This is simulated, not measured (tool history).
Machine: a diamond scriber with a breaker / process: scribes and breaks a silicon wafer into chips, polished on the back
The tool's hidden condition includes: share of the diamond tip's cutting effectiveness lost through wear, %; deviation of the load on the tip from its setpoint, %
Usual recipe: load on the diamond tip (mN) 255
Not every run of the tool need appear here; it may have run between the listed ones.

run,hour,load on the diamond tip (mN),wafers since the last listed run,hours since the diamond tip was replaced,hours since the load on the tip was calibrated,"incoming depth of the damage left on the back of the incoming wafer, um",depth of the median crack under the scribed line (µm),chips rejected at inspection after the break (%)
1,0.0,255,0,530.1,1247.1,0.04,12.17,5.04
2,31.9,255,74,562.0,1279.0,0.04,12.24,5.30
3,52.9,255,49,583.0,1300.0,0.05,12.14,7.17
4,81.4,255,66,611.5,1328.5,0.02,11.77,6.29
5,109.9,303,66,640.0,1357.0,0.02,12.70,2.95
6,135.5,314,60,665.6,1382.6,0.02,13.50,2.80
7,155.8,314,47,685.9,1402.9,0.03,13.11,2.88
8,189.9,314,80,720.0,1437.0,0.01,12.51,3.42
# hour 273.4: diamond tip replaced by a new one
9,290.9,255,232,17.5,1538.0,0.02,13.98,1.86
10,309.3,255,43,35.9,1556.4,0.04,14.01,1.58
11,334.4,255,58,61.0,1581.5,0.04,14.05,1.89
12,361.5,255,63,88.1,1608.6,0.02,14.15,1.70
# hour 410.8: load on the tip recalibrated
13,445.0,204,191,171.6,34.2,0.02,12.30,5.55
14,478.4,255,78,205.0,67.6,0.02,13.57,2.16
15,500.6,213,52,227.2,89.8,0.03,11.79,5.13
16,521.3,255,48,247.9,110.5,0.04,13.00,2.33
17,535.7,308,33,262.3,124.9,0.04,15.11,1.69
18,553.4,182,41,280.0,142.6,0.02,10.93,10.60
19,566.0,255,29,292.6,155.2,0.04,12.88,2.90
20,590.8,190,58,317.4,180.0,0.02,11.71,9.42
21,617.1,234,61,343.7,206.3,0.05,12.60,4.15
22,639.5,255,52,366.1,228.7,0.05,13.24,2.73
23,675.3,255,84,401.9,264.5,0.05,12.86,3.60
24,693.3,299,42,419.9,282.5,0.03,14.14,1.78
25,721.1,285,65,447.7,310.3,0.04,13.83,2.34

Below are 5 alternative next runs, each starting from the tool's condition after run 25. Predict each:
A,721.7,209,1,448.3,310.9,0.03,?,?
B,721.7,307,1,448.3,310.9,0.03,?,?
C,721.7,217,1,448.3,310.9,0.03,?,?
D,721.7,296,1,448.3,310.9,0.03,?,?
E,721.7,309,1,448.3,310.9,0.03,?,?

run,depth of the median crack under the scribed line (µm),chips rejected at inspection after the break (%)
A,11.62,10.65
B,14.17,1.96
C,11.84,9.25
D,13.89,2.17
E,14.21,1.94
Without the tool's unlogged condition, the same runs would have read:
run,depth of the median crack under the scribed line (µm),chips rejected at inspection after the break (%)
A,13.03,3.87
B,15.88,3.77
C,13.28,3.22
D,15.58,3.11
E,15.94,3.91
